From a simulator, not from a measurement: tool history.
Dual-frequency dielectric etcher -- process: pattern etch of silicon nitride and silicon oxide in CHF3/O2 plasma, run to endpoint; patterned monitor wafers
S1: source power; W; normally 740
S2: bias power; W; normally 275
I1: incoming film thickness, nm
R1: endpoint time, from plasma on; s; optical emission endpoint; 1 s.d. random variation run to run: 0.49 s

run   hour   S1   S2     I1     R1
  1    0.0  620  298  272.6  175.4
  2   66.1  620  298  269.7  172.1
  3  101.6  740  275  270.8  161.2
  4  153.3  740  275  272.8  162.6
  5  177.7  740  220  271.2  167.8
  6  219.9  740  220  270.7  168.0
     306.1  -- upper electrode replaced
     313.6  -- wet clean of the chamber
  7  314.1  740  220  273.2  172.1
  8  355.9  830  214  269.5  159.9
     420.9  -- bias power generator calibrated
  9  422.5  670  343  272.0  162.4
 10  481.9  650  218  272.4  182.1
     490.3  -- source power generator calibrated
 11  543.9  740  275  269.9  159.9
 12  578.3  740  275  271.5  161.6
 13  628.8  850  275  270.1  149.4
 14  680.4  880  275  268.8  146.4

For some of the steps in R1 from one run to the next: how much would appear even if the tool had no hidden state, given the settings, what came in and random variation, and how much remains for the hidden state plus any gauge scatter that the measured result and the result without hidden state don't share?
The hidden state here: etch rate over this chamber's usual, %; source power that arrives over what is set, %; bias power that arrives over what is set, %.
Run 6 -> 7: upper electrode replaced, wet clean of the chamber. R1 +4.1 s: hidden state +2.1, all else +2.0.
Run 10 -> 11: S1 650 -> 740, S2 218 -> 275, source power generator calibrated. R1 -22.2 s: hidden state -0.1, all else -22.1.

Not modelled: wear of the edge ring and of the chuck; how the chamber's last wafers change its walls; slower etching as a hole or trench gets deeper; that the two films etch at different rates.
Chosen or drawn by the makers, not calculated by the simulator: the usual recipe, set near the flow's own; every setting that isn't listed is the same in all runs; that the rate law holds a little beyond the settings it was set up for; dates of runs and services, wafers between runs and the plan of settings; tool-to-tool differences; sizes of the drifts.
